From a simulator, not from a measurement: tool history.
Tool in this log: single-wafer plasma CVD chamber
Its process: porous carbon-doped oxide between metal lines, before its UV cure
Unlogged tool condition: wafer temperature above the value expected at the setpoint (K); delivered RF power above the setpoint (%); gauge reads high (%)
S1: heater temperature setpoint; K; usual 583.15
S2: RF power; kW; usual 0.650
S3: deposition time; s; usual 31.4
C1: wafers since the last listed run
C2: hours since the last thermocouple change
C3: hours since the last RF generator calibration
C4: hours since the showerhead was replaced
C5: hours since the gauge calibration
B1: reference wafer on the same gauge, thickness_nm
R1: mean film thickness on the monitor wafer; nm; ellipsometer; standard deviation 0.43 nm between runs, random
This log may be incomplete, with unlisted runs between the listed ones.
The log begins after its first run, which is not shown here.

run	hour	S1	S2	S3	C1	C2	C3	C4	C5	B1	R1
2	73.0	583.15	0.650	31.4	2339	2137.8	745.5	3337.7	893.6	163.976	182.750
3	108.6	583.15	0.650	31.4	1140	2173.4	781.1	3373.3	929.2	164.044	182.749
4	137.9	583.15	0.650	31.4	938	2202.7	810.4	3402.6	958.5	164.005	182.596
5	169.4	583.15	0.650	31.4	1009	2234.2	841.9	3434.1	990.0	164.044	182.762
# hour 202.9: RF generator calibrated
# hour 209.4: showerhead replaced
# hour 215.6: gauge calibrated
6	237.8	583.15	0.650	31.4	1728	2302.6	34.9	28.4	22.2	163.969	183.114
7	266.9	583.15	0.745	31.4	932	2331.7	64.0	57.5	51.3	163.946	202.755
8	289.5	583.15	0.745	31.4	724	2354.3	86.6	80.1	73.9	164.024	202.304
9	303.2	583.15	0.650	31.4	438	2368.0	100.3	93.8	87.6	163.966	182.441
10	332.4	583.15	0.650	31.4	935	2397.2	129.5	123.0	116.8	164.055	182.937
11	361.4	583.15	0.650	31.4	929	2426.2	158.5	152.0	145.8	163.953	182.862
12	390.0	592.15	0.650	31.4	916	2454.8	187.1	180.6	174.4	164.028	174.285
13	416.3	592.15	0.650	31.4	842	2481.1	213.4	206.9	200.7	163.958	173.944
14	439.5	574.15	0.620	31.4	743	2504.3	236.6	230.1	223.9	163.986	185.909
15	456.0	583.15	0.650	26.1	528	2520.8	253.1	246.6	240.4	164.046	152.367
16	491.3	583.15	0.535	35.7	1131	2556.1	288.4	281.9	275.7	163.947	176.954
17	525.3	571.15	0.775	26.2	1089	2590.1	322.4	315.9	309.7	163.923	188.405
18	538.9	583.15	0.585	31.4	435	2603.7	336.0	329.5	323.3	163.955	168.540
19	566.5	579.15	0.650	31.4	884	2631.3	363.6	357.1	350.9	164.003	187.128
20	599.9	589.15	0.650	31.4	1070	2664.7	397.0	390.5	384.3	163.989	176.682
21	618.0	574.15	0.545	26.5	579	2682.8	415.1	408.6	402.4	164.074	142.741

Run 22, settings as shown, results not yet in. Your forecast:
# hour 645.2: thermocouple changed; heater temperature recalibrated
22	645.7	583.15	0.650	37.6	631	0.5	442.8	436.3	430.1	?	?

{"run 22": {"B1": 163.997, "R1": 226.171}}
Minus the tool's unlogged condition, the same run would have read R1 225.636 nm.

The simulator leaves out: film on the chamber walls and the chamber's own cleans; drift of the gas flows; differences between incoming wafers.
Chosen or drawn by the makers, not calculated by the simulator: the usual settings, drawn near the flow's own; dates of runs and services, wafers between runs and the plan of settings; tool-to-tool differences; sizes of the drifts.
